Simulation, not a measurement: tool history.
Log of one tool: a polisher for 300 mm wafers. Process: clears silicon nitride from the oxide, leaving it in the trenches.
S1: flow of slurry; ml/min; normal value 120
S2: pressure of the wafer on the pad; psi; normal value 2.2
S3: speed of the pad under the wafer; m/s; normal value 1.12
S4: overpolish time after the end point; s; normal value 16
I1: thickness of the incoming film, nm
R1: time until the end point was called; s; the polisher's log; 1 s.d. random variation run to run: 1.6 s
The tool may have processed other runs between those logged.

run 1 hour=0 | S1=120 S2=2.2 S3=1.12 S4=16 | I1=86.1 | R1=142.2
run 2 hour=59.9 | S1=120 S2=2.2 S3=1.12 S4=16 | I1=84.4 | R1=142.4
-- hour=127.6 head pressure recalibrated
run 3 hour=128.1 | S1=120 S2=2.2 S3=1.12 S4=16 | I1=85.1 | R1=144.4
run 4 hour=160.9 | S1=120 S2=2.2 S3=1.12 S4=16 | I1=86.2 | R1=147.8
-- hour=171 slurry nozzle cleaned
run 5 hour=197.5 | S1=120 S2=2.2 S3=1.12 S4=16 | I1=85.2 | R1=132.4
-- hour=260.2 worn pad replaced by a new one
run 6 hour=267.7 | S1=120 S2=2.2 S3=1.12 S4=16 | I1=83.8 | R1=129.7
run 7 hour=322.4 | S1=120 S2=2.2 S3=1.3 S4=9 | I1=86.3 | R1=120.9
run 8 hour=392 | S1=120 S2=2.2 S3=1.12 S4=18 | I1=85 | R1=134.1
run 9 hour=421.4 | S1=120 S2=2.2 S3=0.96 S4=16 | I1=85 | R1=149.8
run 10 hour=464.1 | S1=120 S2=1.8 S3=1.12 S4=16 | I1=84.3 | R1=161.5
run 11 hour=512.8 | S1=120 S2=2.2 S3=1.12 S4=16 | I1=84.7 | R1=135
run 12 hour=560.5 | S1=120 S2=2.2 S3=1.12 S4=16 | I1=85 | R1=137.8
-- hour=611.2 worn pad replaced by a new one
run 13 hour=627.8 | S1=120 S2=2.2 S3=1.12 S4=16 | I1=86.6 | R1=139.8
run 14 hour=663.4 | S1=120 S2=2.2 S3=1.12 S4=16 | I1=85.5 | R1=137.8
run 15 hour=727.6 | S1=120 S2=2.2 S3=1.12 S4=16 | I1=85.1 | R1=137
run 16 hour=753.7 | S1=120 S2=2.2 S3=1.12 S4=16 | I1=84.2 | R1=137.7
run 17 hour=783.4 | S1=120 S2=2.2 S3=1.12 S4=16 | I1=85 | R1=143.1
run 18 hour=826.9 | S1=120 S2=2.2 S3=1.12 S4=16 | I1=86.2 | R1=146.3
run 19 hour=861 | S1=120 S2=2.2 S3=0.94 S4=11 | I1=85.9 | R1=164.8
run 20 hour=926.5 | S1=155 S2=2.8 S3=1.34 S4=16 | I1=86.7 | R1=93.8
run 21 hour=950.7 | S1=120 S2=2.2 S3=1.52 S4=11 | I1=87 | R1=114.9
-- hour=967.3 slurry nozzle cleaned
run 22 hour=989.9 | S1=155 S2=2.8 S3=1.34 S4=16 | I1=85.8 | R1=87.6
-- hour=1003.9 worn pad replaced by a new one
run 23 hour=1033.1 | S1=135 S2=1.8 S3=1.28 S4=7 | I1=84.1 | R1=138.8
run 24 hour=1071.3 | S1=155 S2=1.8 S3=1.12 S4=7 | I1=84.6 | R1=154.8
run 25 hour=1125.8 | S1=120 S2=2.8 S3=1.12 S4=9 | I1=85.3 | R1=108.5
run 26 hour=1161.4 | S1=120 S2=2.2 S3=1.12 S4=16 | I1=84.4 | R1=133.5

Run 27 comes next. What will it give?
-- hour=1231.9 head pressure recalibrated
run 27 hour=1325.2 | S1=130 S2=2.2 S3=1.12 S4=8 | I1=85.2 | R1=?

R1: 132.6 s
Minus the tool's unlogged condition, the same run would have read R1 127.6 s.

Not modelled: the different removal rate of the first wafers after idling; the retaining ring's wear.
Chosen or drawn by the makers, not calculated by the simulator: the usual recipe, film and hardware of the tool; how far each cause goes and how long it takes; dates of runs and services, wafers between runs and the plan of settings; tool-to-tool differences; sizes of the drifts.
